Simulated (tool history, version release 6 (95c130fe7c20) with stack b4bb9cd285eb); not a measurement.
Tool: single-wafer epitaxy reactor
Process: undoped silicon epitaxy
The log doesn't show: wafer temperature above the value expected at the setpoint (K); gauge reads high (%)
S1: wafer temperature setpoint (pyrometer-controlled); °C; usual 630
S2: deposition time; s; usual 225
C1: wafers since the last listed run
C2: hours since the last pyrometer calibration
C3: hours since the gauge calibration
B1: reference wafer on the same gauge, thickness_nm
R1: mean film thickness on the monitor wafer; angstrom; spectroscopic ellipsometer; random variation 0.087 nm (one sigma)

run	hour	S1	S2	C1	C2	C3	B1	R1
1	0	630	225	0	1747	464.9	23.404	209.8
2	76.7	630	225	608	1823.7	541.6	23.379	209.05
3	129	630	193	414	1876	593.9	23.398	179.5
4	214.1	630	193	674	1961.1	679	23.405	178.44
5	424.3	630	244	1667	2171.3	889.2	23.381	223.54
6	606.9	630	244	1448	2353.9	1071.8	23.398	224.89
7	706.1	630	244	786	2453.1	1171	23.402	223.56
# hour 797.9: pyrometer calibrated
8	798.4	630	225	668	0.5	1263.3	23.409	216.26
9	868.9	630	225	559	71	1333.8	23.408	217.32
10	973	630	225	825	175.1	1437.9	23.396	215.86
11	1013.4	620	225	320	215.5	1478.3	23.413	176.69
12	1060.4	618	267	372	262.5	1525.3	23.388	199.27
13	1156.2	624	201	759	358.3	1621.1	23.395	168.46
# hour 1202.6: gauge calibrated
14	1256.2	637	225	793	458.3	53.6	23.386	248.04
15	1363.2	630	253	848	565.3	160.6	23.398	238.35
16	1404.1	623	266	324	606.2	201.5	23.41	219.01
17	1456.2	630	225	413	658.3	253.6	23.414	212.3
18	1532.2	630	191	602	734.3	329.6	23.422	180.61
19	1605	618	266	577	807.1	402.4	23.392	196.25
20	1658.1	640	213	421	860.2	455.5	23.387	245.81
21	1714.3	630	225	445	916.4	511.7	23.393	211.78
22	1775.7	622	212	487	977.8	573.1	23.409	168.14

4 ways to go on from here, each from the tool as it stands after run 22. What would each give?
A	1776.2	630	259	3	978.3	573.6	?	?
B	1776.2	626	225	3	978.3	573.6	?	?
C	1776.2	621	184	3	978.3	573.6	?	?
D	1776.2	624	204	3	978.3	573.6	?	?

run	B1	R1
A	23.391	242.91
B	23.391	194.31
C	23.391	143.19
D	23.391	169.01
Without the tool's hidden state the same runs would have given:
run	R1
A	249.69
B	199.78
C	147.26
D	173.78

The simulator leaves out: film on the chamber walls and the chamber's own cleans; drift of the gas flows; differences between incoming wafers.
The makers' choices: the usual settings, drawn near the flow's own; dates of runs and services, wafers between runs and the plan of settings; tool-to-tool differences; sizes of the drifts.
